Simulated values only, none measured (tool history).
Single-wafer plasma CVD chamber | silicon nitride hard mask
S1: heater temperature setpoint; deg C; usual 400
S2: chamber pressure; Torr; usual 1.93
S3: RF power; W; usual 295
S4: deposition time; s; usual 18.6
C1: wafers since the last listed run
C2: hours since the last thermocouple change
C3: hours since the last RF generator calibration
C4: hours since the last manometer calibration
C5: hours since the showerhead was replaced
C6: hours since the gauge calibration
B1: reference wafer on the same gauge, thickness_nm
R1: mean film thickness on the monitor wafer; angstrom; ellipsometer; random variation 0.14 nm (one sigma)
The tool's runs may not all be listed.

{"run": 1, "day": 0.0, "S1": 400, "S2": 1.93, "S3": 295, "S4": 16.7, "C1": 0, "C2": 684.2, "C3": 639.1, "C4": 1513.8, "C5": 778.5, "C6": 890.3, "B1": 19.384, "R1": 215.03}
{"run": 2, "day": 3.65, "S1": 400, "S2": 1.93, "S3": 295, "S4": 16.7, "C1": 2607, "C2": 771.8, "C3": 726.7, "C4": 1601.4, "C5": 866.1, "C6": 977.9, "B1": 19.37, "R1": 215.2}
{"run": 3, "day": 7.396, "S1": 400, "S2": 1.93, "S3": 325, "S4": 18.6, "C1": 2676, "C2": 861.7, "C3": 816.6, "C4": 1691.3, "C5": 956, "C6": 1067.8, "B1": 19.378, "R1": 258.27}
{"run": 4, "day": 10.825, "S1": 400, "S2": 1.93, "S3": 295, "S4": 18.6, "C1": 2450, "C2": 944, "C3": 898.9, "C4": 1773.6, "C5": 1038.3, "C6": 1150.1, "B1": 19.381, "R1": 240.29}
{"run": 5, "day": 23.267, "S1": 400, "S2": 2.07, "S3": 255, "S4": 18.6, "C1": 8889, "C2": 1242.6, "C3": 1197.5, "C4": 2072.2, "C5": 1336.9, "C6": 1448.7, "B1": 19.408, "R1": 214.48}
{"run": 6, "day": 26.642, "S1": 400, "S2": 2.07, "S3": 255, "S4": 18.6, "C1": 2411, "C2": 1323.6, "C3": 1278.5, "C4": 2153.2, "C5": 1417.9, "C6": 1529.7, "B1": 19.389, "R1": 212.97}
{"run": 7, "day": 31.05, "S1": 400, "S2": 2.07, "S3": 255, "S4": 18.6, "C1": 3149, "C2": 1429.4, "C3": 1384.3, "C4": 2259, "C5": 1523.7, "C6": 1635.5, "B1": 19.393, "R1": 212.88}
{"run": 8, "day": 34.388, "S1": 400, "S2": 1.93, "S3": 295, "S4": 18.6, "C1": 2384, "C2": 1509.5, "C3": 1464.4, "C4": 2339.1, "C5": 1603.8, "C6": 1715.6, "B1": 19.368, "R1": 239.31}
{"day": 36.196, "done": "RF generator calibrated"}
{"run": 9, "day": 36.792, "S1": 400, "S2": 1.93, "S3": 295, "S4": 18.6, "C1": 1479, "C2": 1567.2, "C3": 14.3, "C4": 2396.8, "C5": 1661.5, "C6": 1773.3, "B1": 19.382, "R1": 236.13}
{"run": 10, "day": 39.921, "S1": 395, "S2": 1.93, "S3": 295, "S4": 18.6, "C1": 2235, "C2": 1642.3, "C3": 89.4, "C4": 2471.9, "C5": 1736.6, "C6": 1848.4, "B1": 19.415, "R1": 240.85}
{"day": 40.562, "done": "capacitance manometer re-zeroed and calibrated"}
{"run": 11, "day": 42.808, "S1": 395, "S2": 1.93, "S3": 295, "S4": 18.6, "C1": 1824, "C2": 1711.6, "C3": 158.7, "C4": 53.9, "C5": 1805.9, "C6": 1917.7, "B1": 19.416, "R1": 239.33}
{"run": 12, "day": 46.183, "S1": 395, "S2": 1.93, "S3": 295, "S4": 18.6, "C1": 2411, "C2": 1792.6, "C3": 239.7, "C4": 134.9, "C5": 1886.9, "C6": 1998.7, "B1": 19.392, "R1": 240.07}
{"run": 13, "day": 49.271, "S1": 400, "S2": 1.93, "S3": 335, "S4": 18.6, "C1": 2205, "C2": 1866.7, "C3": 313.8, "C4": 209, "C5": 1961, "C6": 2072.8, "B1": 19.445, "R1": 266.04}
{"day": 49.792, "done": "thermocouple changed; heater temperature recalibrated"}
{"run": 14, "day": 52.479, "S1": 400, "S2": 1.68, "S3": 275, "S4": 18.6, "C1": 2054, "C2": 64.5, "C3": 390.8, "C4": 286, "C5": 2038, "C6": 2149.8, "B1": 19.443, "R1": 210.3}
{"run": 15, "day": 56.117, "S1": 400, "S2": 2.1, "S3": 315, "S4": 16.5, "C1": 2598, "C2": 151.8, "C3": 478.1, "C4": 373.3, "C5": 2125.3, "C6": 2237.1, "B1": 19.42, "R1": 233.83}
{"day": 56.892, "done": "gauge calibrated"}
{"run": 16, "day": 58.079, "S1": 400, "S2": 1.68, "S3": 295, "S4": 18.6, "C1": 1402, "C2": 198.9, "C3": 525.2, "C4": 420.4, "C5": 2172.4, "C6": 28.5, "B1": 19.375, "R1": 221.59}
{"day": 61.221, "done": "showerhead replaced"}
{"run": 17, "day": 61.696, "S1": 400, "S2": 1.93, "S3": 295, "S4": 18.6, "C1": 2345, "C2": 285.7, "C3": 612, "C4": 507.2, "C5": 11.4, "C6": 115.3, "B1": 19.433, "R1": 238.46}
{"run": 18, "day": 64.429, "S1": 395, "S2": 1.93, "S3": 335, "S4": 16.2, "C1": 1952, "C2": 351.3, "C3": 677.6, "C4": 572.8, "C5": 77, "C6": 180.9, "B1": 19.416, "R1": 230.11}
{"run": 19, "day": 68.312, "S1": 400, "S2": 2.33, "S3": 255, "S4": 16.1, "C1": 2774, "C2": 444.5, "C3": 770.8, "C4": 666, "C5": 170.2, "C6": 274.1, "B1": 19.379, "R1": 193.59}
{"run": 20, "day": 70.65, "S1": 405, "S2": 1.93, "S3": 310, "S4": 18.6, "C1": 1670, "C2": 500.6, "C3": 826.9, "C4": 722.1, "C5": 226.3, "C6": 330.2, "B1": 19.439, "R1": 250.14}

Forecast run 21:
{"run": 21, "day": 72.625, "S1": 400, "S2": 1.93, "S3": 295, "S4": 18.6, "C1": 1411, "C2": 548, "C3": 874.3, "C4": 769.5, "C5": 273.7, "C6": 377.6, "B1": "?", "R1": "?"}

Run 21 gave B1 19.333, R1 237.55 angstrom.
Without the tool's hidden state the same run would have given R1 237.55 angstrom.

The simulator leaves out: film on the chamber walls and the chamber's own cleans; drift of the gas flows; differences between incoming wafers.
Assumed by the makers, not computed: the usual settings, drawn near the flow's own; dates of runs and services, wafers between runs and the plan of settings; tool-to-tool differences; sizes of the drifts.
